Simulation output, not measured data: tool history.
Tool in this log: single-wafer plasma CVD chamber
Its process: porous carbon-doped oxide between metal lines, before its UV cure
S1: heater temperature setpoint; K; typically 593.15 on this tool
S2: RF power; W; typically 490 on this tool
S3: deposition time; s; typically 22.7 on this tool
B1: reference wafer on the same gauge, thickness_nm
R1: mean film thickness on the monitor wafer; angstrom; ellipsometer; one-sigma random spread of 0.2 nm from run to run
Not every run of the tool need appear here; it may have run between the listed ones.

{"run": 1, "day": 0.0, "S1": 593.15, "S2": 490, "S3": 22.7, "B1": 97.993, "R1": 1114.94}
{"day": 0.5, "done": "gauge calibrated"}
{"run": 2, "day": 2.879, "S1": 593.15, "S2": 415, "S3": 22.7, "B1": 98.03, "R1": 1027.98}
{"run": 3, "day": 4.175, "S1": 593.15, "S2": 415, "S3": 22.7, "B1": 97.983, "R1": 1029.3}
{"run": 4, "day": 6.692, "S1": 593.15, "S2": 420, "S3": 20.7, "B1": 98.02, "R1": 948.56}
{"run": 5, "day": 7.817, "S1": 593.15, "S2": 420, "S3": 20.7, "B1": 98, "R1": 945.75}
{"day": 8.554, "done": "thermocouple changed; heater temperature recalibrated"}
{"run": 6, "day": 9.375, "S1": 593.15, "S2": 490, "S3": 22.7, "B1": 97.982, "R1": 1110.83}
{"day": 10.629, "done": "showerhead replaced"}
{"run": 7, "day": 10.708, "S1": 593.15, "S2": 490, "S3": 22.7, "B1": 98.021, "R1": 1110.29}
{"run": 8, "day": 13.292, "S1": 602.15, "S2": 545, "S3": 20.8, "B1": 98.032, "R1": 1016.37}
{"run": 9, "day": 15.258, "S1": 593.15, "S2": 490, "S3": 22.7, "B1": 98.027, "R1": 1108.46}
{"run": 10, "day": 16.683, "S1": 601.15, "S2": 575, "S3": 22.7, "B1": 97.978, "R1": 1137.97}
{"day": 17.096, "done": "RF generator calibrated"}
{"day": 17.1, "done": "gauge calibrated"}
{"run": 11, "day": 18.25, "S1": 603.15, "S2": 545, "S3": 20.2, "B1": 97.966, "R1": 1018.31}
{"run": 12, "day": 19.283, "S1": 588.15, "S2": 490, "S3": 22.7, "B1": 98.004, "R1": 1184.04}
{"run": 13, "day": 20.783, "S1": 582.15, "S2": 415, "S3": 20.1, "B1": 97.989, "R1": 1016.45}
{"run": 14, "day": 22.525, "S1": 593.15, "S2": 490, "S3": 22.7, "B1": 98.004, "R1": 1146.1}

For some of the steps in R1 from one run to the next: how much would appear even if the tool had no hidden state, given the settings, what came in and random variation, and how much remains for the hidden state plus any gauge scatter that the measured result and the result without hidden state don't share?
The hidden state here: wafer temperature above the value expected at the setpoint (K); delivered RF power above the setpoint (%); gauge reads high (%).
Run 10 -> 11: S1 601.15 -> 603.15, S2 575 -> 545, S3 22.7 -> 20.2, RF generator calibrated, gauge calibrated. R1 -119.66 angstrom: hidden state +42.11, all else -161.77.
Run 12 -> 13: S1 588.15 -> 582.15, S2 490 -> 415, S3 22.7 -> 20.1. R1 -167.59 angstrom: hidden state -0.64, all else -166.95.
